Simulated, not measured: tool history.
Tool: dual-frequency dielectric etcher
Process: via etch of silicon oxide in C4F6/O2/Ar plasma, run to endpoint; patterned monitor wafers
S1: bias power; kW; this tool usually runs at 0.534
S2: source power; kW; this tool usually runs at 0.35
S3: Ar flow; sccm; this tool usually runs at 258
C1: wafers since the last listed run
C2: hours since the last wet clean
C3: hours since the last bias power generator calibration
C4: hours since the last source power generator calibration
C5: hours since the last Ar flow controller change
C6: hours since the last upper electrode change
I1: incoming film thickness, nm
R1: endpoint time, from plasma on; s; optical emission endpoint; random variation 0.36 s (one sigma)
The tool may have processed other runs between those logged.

run,day,S1,S2,S3,C1,C2,C3,C4,C5,C6,I1,R1
1,0,0.534,0.35,258,0,141.9,1847.3,3278.2,4792.2,3481.8,200.9,45.5
2,1.525,0.534,0.35,258,646,178.5,1883.9,3314.8,4828.8,3518.4,203.5,47.1
3,3.104,0.534,0.35,278,669,216.4,1921.8,3352.7,4866.7,3556.3,200.7,46.6
4,6.075,0.624,0.35,258,1260,287.7,1993.1,3424,4938,3627.6,199,43.6
# day 8.417: wet clean of the chamber
5,8.912,0.624,0.35,258,779,11.9,2061.2,3492.1,5006.1,3695.7,203,42.4
6,11.312,0.45,0.35,289,1018,69.5,2118.8,3549.7,5063.7,3753.3,202.4,50.6
7,13.358,0.534,0.35,258,867,118.6,2167.9,3598.8,5112.8,3802.4,201.6,46.3
# day 14.804: upper electrode replaced, of another model than before
8,15.667,0.534,0.35,258,554,174,2223.3,3654.2,5168.2,20.7,199.8,46.3
9,17.262,0.534,0.35,258,676,212.3,2261.6,3692.5,5206.5,59,202.5,46.6
# day 18.654: source power generator calibrated
10,18.829,0.534,0.35,258,593,249.9,2299.2,4.2,5244.1,96.6,201.8,47.2
11,20.042,0.534,0.35,258,514,279,2328.3,33.3,5273.2,125.7,201.7,47.1
# day 23.504: wet clean of the chamber
12,23.525,0.534,0.35,258,1053,0.5,2411.9,116.9,5356.8,209.3,202.7,46.2
13,25.596,0.589,0.35,258,878,50.2,2461.6,166.6,5406.5,259,202.4,43.2
# day 26.688: bias power generator calibrated
14,27.754,0.598,0.31,221,844,102,25.6,218.4,5458.3,310.8,200.6,44.1
15,29.721,0.421,0.35,258,834,149.2,72.8,265.6,5505.5,358,202.9,54.5
16,30.846,0.622,0.3,258,477,176.2,99.8,292.6,5532.5,385,203.7,45.1
# day 31.446: Ar flow controller replaced
17,33.775,0.534,0.35,258,1136,246.5,170.1,362.9,55.9,455.3,200.3,46.2
18,35.346,0.534,0.35,258,666,284.2,207.8,400.6,93.6,493,200,46.9
# day 38.208: wet clean of the chamber
19,38.229,0.534,0.4,316,798,0.5,277,469.8,162.8,562.2,201.6,43.6
20,38.988,0.457,0.35,258,321,18.7,295.2,488,181,580.4,199.6,50.4
21,41.629,0.47,0.35,318,1120,82.1,358.6,551.4,244.4,643.8,202.2,50.8
22,43.279,0.633,0.4,277,699,121.7,398.2,591,284,683.4,202.9,39.6
23,44.483,0.622,0.3,258,510,150.6,427.1,619.9,312.9,712.3,200.1,43.5
24,46.258,0.489,0.27,227,752,193.2,469.7,662.5,355.5,754.9,202.4,54
25,48.25,0.645,0.29,278,844,241,517.5,710.3,403.3,802.7,202.5,44.8
26,50.179,0.534,0.35,228,818,287.3,563.8,756.6,449.6,849,202.4,46.7
27,51.217,0.534,0.35,258,440,312.2,588.7,781.5,474.5,873.9,202.3,47.7
28,53.6,0.534,0.32,224,1010,369.4,645.9,838.7,531.7,931.1,205,49

Branching from run 28: 5 alternative next runs. What would each branch give?
A,53.617,0.534,0.35,258,7,369.8,646.3,839.1,532.1,931.5,199.5,?
B,53.617,0.534,0.4,279,7,369.8,646.3,839.1,532.1,931.5,199.5,?
C,53.617,0.665,0.43,258,7,369.8,646.3,839.1,532.1,931.5,199.5,?
D,53.617,0.534,0.35,239,7,369.8,646.3,839.1,532.1,931.5,199.5,?
E,53.617,0.534,0.41,258,7,369.8,646.3,839.1,532.1,931.5,199.5,?

run,R1
A,47
B,45.1
C,37.9
D,46.7
E,44.4
What these runs would have given with no unlogged condition in the tool:
run,R1
A,44.8
B,42.9
C,36.1
D,44.5
E,42.2
